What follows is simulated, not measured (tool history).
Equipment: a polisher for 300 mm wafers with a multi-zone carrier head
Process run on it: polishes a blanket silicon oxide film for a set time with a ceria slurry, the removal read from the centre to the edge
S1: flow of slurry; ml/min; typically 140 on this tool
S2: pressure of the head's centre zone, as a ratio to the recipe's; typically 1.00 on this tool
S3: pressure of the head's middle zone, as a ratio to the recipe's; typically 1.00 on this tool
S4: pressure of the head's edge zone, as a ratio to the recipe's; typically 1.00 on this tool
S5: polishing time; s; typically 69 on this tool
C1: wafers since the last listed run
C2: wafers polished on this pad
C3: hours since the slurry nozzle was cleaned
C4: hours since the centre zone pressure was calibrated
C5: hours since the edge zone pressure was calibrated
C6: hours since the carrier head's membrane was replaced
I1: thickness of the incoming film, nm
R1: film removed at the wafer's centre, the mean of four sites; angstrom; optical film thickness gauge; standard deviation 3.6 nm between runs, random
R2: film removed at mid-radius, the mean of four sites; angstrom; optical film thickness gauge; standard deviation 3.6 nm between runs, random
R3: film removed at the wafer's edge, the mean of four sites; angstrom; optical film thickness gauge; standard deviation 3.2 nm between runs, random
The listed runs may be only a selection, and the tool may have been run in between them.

run	day	S1	S2	S3	S4	S5	C1	C2	C3	C4	C5	C6	I1	R1	R2	R3
1	0.000	140	1.00	1.00	1.00	69	0	1167	748.9	236.1	983.9	519.8	1071.4	4072	3726	3744
# day 0.475: worn pad replaced by a new one
2	0.496	140	1.00	1.00	1.00	69	75	4	760.8	248.0	995.8	531.7	1092.5	3989	3746	3777
3	0.838	140	1.00	1.00	1.00	69	78	82	769.0	256.2	1004.0	539.9	1091.5	4091	3759	3715
4	1.238	110	1.00	1.00	1.00	79	91	173	778.6	265.8	1013.6	549.5	1090.5	4386	3993	4047
5	1.892	140	1.00	1.00	0.91	69	149	323	794.3	281.5	1029.3	565.2	1085.4	4044	3696	3621
6	2.142	140	1.00	1.00	0.91	69	57	380	800.3	287.5	1035.3	571.2	1089.4	4132	3786	3526
7	2.421	140	1.00	1.00	0.91	69	63	444	807.0	294.2	1042.0	577.9	1088.8	4139	3750	3614
# day 2.650: carrier head's membrane replaced by a new one
# day 2.817: edge zone pressure recalibrated
8	3.088	140	1.00	1.00	1.00	69	85	530	823.0	310.2	6.5	10.5	1080.8	4199	3750	3699
9	3.492	140	1.00	1.00	1.00	69	92	622	832.7	319.9	16.2	20.2	1072.4	4203	3743	3777
10	4.062	165	1.04	0.94	0.89	69	130	752	846.4	333.6	29.9	33.9	1106.2	4551	3665	3651
# day 4.288: slurry nozzle cleaned
11	4.396	110	1.00	1.00	1.11	55	66	819	2.6	341.6	37.9	41.9	1105.1	3120	2806	3024
# day 4.554: centre zone pressure recalibrated
12	4.988	140	1.00	1.00	1.00	69	116	935	16.8	10.4	52.1	56.1	1079.3	3919	3738	3686
13	5.500	140	1.00	1.00	0.89	69	117	1052	29.1	22.7	64.4	68.4	1096.9	3962	3802	3532
# day 5.771: worn pad replaced by a new one
14	5.975	165	0.96	1.00	1.00	69	70	46	40.5	34.1	75.8	79.8	1081.7	3937	3858	3800
15	6.292	140	1.00	1.00	1.00	69	72	119	48.1	41.7	83.4	87.4	1102.1	3925	3717	3682
16	6.996	140	0.88	1.11	0.96	69	160	280	65.0	58.6	100.3	104.3	1092.1	3580	4082	3706
17	7.412	125	0.92	0.90	1.00	52	95	375	75.0	68.6	110.3	114.3	1106.4	2683	2520	2787
18	7.796	140	0.89	1.00	0.94	69	87	463	84.2	77.8	119.5	123.5	1100.2	3562	3732	3630

3 options for the next run, each taken on its own from the tool as it stands now. Forecast them:
A	7.817	140	1.00	1.00	1.00	69	4	467	84.7	78.3	120.0	124.0	1078.3	?	?	?
B	7.817	140	1.00	0.94	1.07	69	4	467	84.7	78.3	120.0	124.0	1078.3	?	?	?
C	7.817	160	0.93	1.00	1.00	69	4	467	84.7	78.3	120.0	124.0	1078.3	?	?	?

run	R1	R2	R3
A	3968	3753	3749
B	3966	3563	3879
C	3854	3860	3824
The same runs, with their run-to-run variation unchanged, on a tool lacking any hidden condition would have given:
run	R1	R2	R3
A	3864	3754	3749
B	3862	3563	3879
C	3753	3860	3824

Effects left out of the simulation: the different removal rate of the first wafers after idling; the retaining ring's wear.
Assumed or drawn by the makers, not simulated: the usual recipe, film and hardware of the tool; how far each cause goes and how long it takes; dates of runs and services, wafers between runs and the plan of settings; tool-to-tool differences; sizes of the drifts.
